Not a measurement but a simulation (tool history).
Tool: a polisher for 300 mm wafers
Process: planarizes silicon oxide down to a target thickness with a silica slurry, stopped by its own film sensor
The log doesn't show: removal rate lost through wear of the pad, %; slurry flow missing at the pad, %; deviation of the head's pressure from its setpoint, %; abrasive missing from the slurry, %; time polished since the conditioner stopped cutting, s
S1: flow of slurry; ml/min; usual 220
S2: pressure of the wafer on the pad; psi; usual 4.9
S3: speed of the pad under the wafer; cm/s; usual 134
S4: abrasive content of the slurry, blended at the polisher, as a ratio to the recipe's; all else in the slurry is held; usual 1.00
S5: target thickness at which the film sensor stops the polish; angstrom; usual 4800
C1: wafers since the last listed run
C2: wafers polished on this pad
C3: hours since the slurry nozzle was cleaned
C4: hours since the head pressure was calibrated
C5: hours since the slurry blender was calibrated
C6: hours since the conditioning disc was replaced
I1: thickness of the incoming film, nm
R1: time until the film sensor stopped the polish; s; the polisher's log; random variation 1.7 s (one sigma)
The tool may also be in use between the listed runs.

run 1 day=0.000 | S1=280 S2=4.9 S3=134 S4=1.00 S5=4800 | C1=0 C2=159 C3=287.6 C4=287.1 C5=452.8 C6=252.1 | I1=848.0 | R1=97.8
-- day=0.375 slurry blender recalibrated
-- day=6.175 head pressure recalibrated
run 2 day=6.279 | S1=280 S2=4.9 S3=134 S4=1.00 S5=4800 | C1=921 C2=1080 C3=438.3 C4=2.5 C5=141.7 C6=402.8 | I1=832.4 | R1=96.3
-- day=8.750 conditioning disc replaced and pad reconditioned
-- day=10.638 worn pad replaced by a new one
run 3 day=12.938 | S1=220 S2=4.9 S3=134 S4=1.00 S5=4800 | C1=965 C2=346 C3=598.1 C4=162.3 C5=301.5 C6=100.5 | I1=843.2 | R1=107.6
-- day=13.454 slurry nozzle cleaned
run 4 day=15.300 | S1=220 S2=4.9 S3=134 S4=1.00 S5=4800 | C1=349 C2=696 C3=44.3 C4=219.0 C5=358.2 C6=157.2 | I1=851.5 | R1=97.8
run 5 day=17.171 | S1=220 S2=4.9 S3=134 S4=1.00 S5=4800 | C1=281 C2=978 C3=89.2 C4=263.9 C5=403.1 C6=202.1 | I1=854.7 | R1=104.2
run 6 day=19.142 | S1=220 S2=4.9 S3=134 S4=1.00 S5=4800 | C1=296 C2=1275 C3=136.5 C4=311.2 C5=450.4 C6=249.4 | I1=857.2 | R1=105.0
-- day=20.008 slurry blender recalibrated
run 7 day=20.946 | S1=200 S2=4.9 S3=134 S4=1.00 S5=4800 | C1=259 C2=1534 C3=179.8 C4=354.5 C5=22.5 C6=292.7 | I1=835.7 | R1=98.4
run 8 day=22.654 | S1=220 S2=3.9 S3=134 S4=1.00 S5=4800 | C1=257 C2=1791 C3=220.8 C4=395.5 C5=63.5 C6=333.7 | I1=855.0 | R1=131.2
-- day=22.892 head pressure recalibrated
-- day=22.912 worn pad replaced by a new one
run 9 day=25.342 | S1=220 S2=3.9 S3=134 S4=1.00 S5=4800 | C1=389 C2=365 C3=285.3 C4=58.8 C5=128.0 C6=398.2 | I1=854.8 | R1=128.4
run 10 day=26.600 | S1=220 S2=4.9 S3=134 S4=1.00 S5=4800 | C1=189 C2=555 C3=315.5 C4=89.0 C5=158.2 C6=428.4 | I1=849.5 | R1=102.0
run 11 day=27.950 | S1=240 S2=4.9 S3=174 S4=1.00 S5=4800 | C1=203 C2=758 C3=347.9 C4=121.4 C5=190.6 C6=460.8 | I1=848.9 | R1=85.1
-- day=30.238 conditioning disc replaced and pad reconditioned
run 12 day=30.421 | S1=240 S2=4.9 S3=94 S4=1.00 S5=4800 | C1=359 C2=1118 C3=407.2 C4=180.7 C5=249.9 C6=4.4 | I1=849.3 | R1=131.7
run 13 day=33.121 | S1=220 S2=4.9 S3=110 S4=1.10 S5=4800 | C1=406 C2=1525 C3=472.0 C4=245.5 C5=314.7 C6=69.2 | I1=857.3 | R1=115.0
run 14 day=34.154 | S1=220 S2=4.9 S3=134 S4=1.00 S5=4800 | C1=155 C2=1681 C3=496.8 C4=270.3 C5=339.5 C6=94.0 | I1=856.8 | R1=104.1
-- day=34.700 worn pad replaced by a new one
-- day=35.871 slurry nozzle cleaned
run 15 day=36.271 | S1=220 S2=4.9 S3=134 S4=1.00 S5=4800 | C1=287 C2=230 C3=9.6 C4=321.1 C5=390.3 C6=144.8 | I1=840.9 | R1=98.8
-- day=38.825 head pressure recalibrated
-- day=41.650 slurry blender recalibrated
-- day=44.671 worn pad replaced by a new one
run 16 day=44.754 | S1=220 S2=4.9 S3=134 S4=1.00 S5=4800 | C1=1228 C2=12 C3=213.2 C4=142.3 C5=74.5 C6=348.4 | I1=842.5 | R1=99.2
run 17 day=46.767 | S1=190 S2=4.9 S3=134 S4=1.00 S5=4800 | C1=303 C2=315 C3=261.5 C4=190.6 C5=122.8 C6=396.7 | I1=843.2 | R1=104.6
run 18 day=48.188 | S1=175 S2=6.3 S3=134 S4=0.80 S5=4250 | C1=214 C2=529 C3=295.6 C4=224.7 C5=156.9 C6=430.8 | I1=864.0 | R1=118.6
run 19 day=49.829 | S1=150 S2=4.9 S3=134 S4=1.30 S5=5870 | C1=247 C2=777 C3=335.0 C4=264.1 C5=196.3 C6=470.2 | I1=837.2 | R1=63.1
-- day=52.396 conditioning disc replaced and pad reconditioned
run 20 day=52.821 | S1=220 S2=5.9 S3=100 S4=1.00 S5=4800 | C1=438 C2=1215 C3=406.8 C4=335.9 C5=268.1 C6=10.2 | I1=851.2 | R1=104.1
run 21 day=54.821 | S1=255 S2=4.9 S3=134 S4=1.00 S5=4800 | C1=301 C2=1516 C3=454.8 C4=383.9 C5=316.1 C6=58.2 | I1=833.5 | R1=100.2

5 ways to go on from here, each from the tool as it stands after run 21. What would each give?
run A day=54.838 | S1=220 S2=4.9 S3=134 S4=1.00 S5=4800 | C1=2 C2=1519 C3=455.2 C4=384.3 C5=316.5 C6=58.6 | I1=847.2 | R1=?
run B day=54.838 | S1=245 S2=4.9 S3=134 S4=1.00 S5=4800 | C1=2 C2=1519 C3=455.2 C4=384.3 C5=316.5 C6=58.6 | I1=847.2 | R1=?
run C day=54.838 | S1=220 S2=3.7 S3=134 S4=1.00 S5=5630 | C1=2 C2=1519 C3=455.2 C4=384.3 C5=316.5 C6=58.6 | I1=847.2 | R1=?
run D day=54.838 | S1=220 S2=4.9 S3=134 S4=1.00 S5=6050 | C1=2 C2=1519 C3=455.2 C4=384.3 C5=316.5 C6=58.6 | I1=847.2 | R1=?
run E day=54.838 | S1=220 S2=4.9 S3=134 S4=0.85 S5=4800 | C1=2 C2=1519 C3=455.2 C4=384.3 C5=316.5 C6=58.6 | I1=847.2 | R1=?

run=A R1=103.9
run=B R1=102.5
run=C R1=106.5
run=D R1=68.5
run=E R1=120.1
Without the tool's hidden state the same runs would have given:
run=A R1=99.6
run=B R1=98.6
run=C R1=102.1
run=D R1=65.7
run=E R1=115.1

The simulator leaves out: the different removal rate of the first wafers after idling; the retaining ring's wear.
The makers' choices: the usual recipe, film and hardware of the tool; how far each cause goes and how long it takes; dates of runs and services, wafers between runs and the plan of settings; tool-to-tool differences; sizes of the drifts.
